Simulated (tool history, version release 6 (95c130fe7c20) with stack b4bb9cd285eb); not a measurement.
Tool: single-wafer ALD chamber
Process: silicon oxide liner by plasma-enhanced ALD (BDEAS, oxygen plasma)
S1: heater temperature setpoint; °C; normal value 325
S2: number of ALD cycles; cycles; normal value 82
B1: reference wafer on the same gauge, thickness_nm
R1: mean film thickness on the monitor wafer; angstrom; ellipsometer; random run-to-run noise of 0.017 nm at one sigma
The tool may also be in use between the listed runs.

run,hour,S1,S2,B1,R1
1,0.0,325,82,8.225,70.10
2,18.8,325,82,8.233,69.90
3,44.0,325,82,8.240,69.78
4,63.6,325,75,8.229,63.99
5,81.7,325,75,8.232,63.61
6,97.2,325,75,8.224,63.98
7,153.1,315,73,8.238,62.95
8,172.8,325,82,8.240,69.77
9,207.5,325,78,8.235,66.41
# hour 212.5: gauge calibrated
# hour 216.1: thermocouple changed; heater temperature recalibrated
10,226.2,325,78,8.224,66.40
11,255.2,325,78,8.226,66.11
12,304.6,325,82,8.236,69.85
13,334.4,325,82,8.234,69.87
14,358.5,330,82,8.237,69.41
15,385.7,314,68,8.231,58.52
16,403.5,318,68,8.224,58.35
17,423.1,325,66,8.237,56.19
18,451.8,325,82,8.226,70.08
19,465.3,333,87,8.232,73.30
20,485.1,320,76,8.225,65.29
21,511.9,325,75,8.234,63.81
22,530.2,325,66,8.231,56.25
23,555.6,315,90,8.235,77.59
24,576.5,325,82,8.231,69.98
25,597.8,316,67,8.230,57.67
26,610.9,325,82,8.232,69.56
27,626.8,313,82,8.227,70.62
28,662.6,329,88,8.231,74.67

Here are 4 independent what-if runs from the current tool condition. What would each one return?
A,663.1,325,82,?,?
B,663.1,325,76,?,?
C,663.1,316,72,?,?
D,663.1,340,98,?,?

run,B1,R1
A,8.224,69.71
B,8.224,64.61
C,8.224,61.91
D,8.224,81.71
Take away the tool's hidden state, keep each run's random variation, and the runs would have read:
run,R1
A,69.71
B,64.61
C,61.91
D,81.71

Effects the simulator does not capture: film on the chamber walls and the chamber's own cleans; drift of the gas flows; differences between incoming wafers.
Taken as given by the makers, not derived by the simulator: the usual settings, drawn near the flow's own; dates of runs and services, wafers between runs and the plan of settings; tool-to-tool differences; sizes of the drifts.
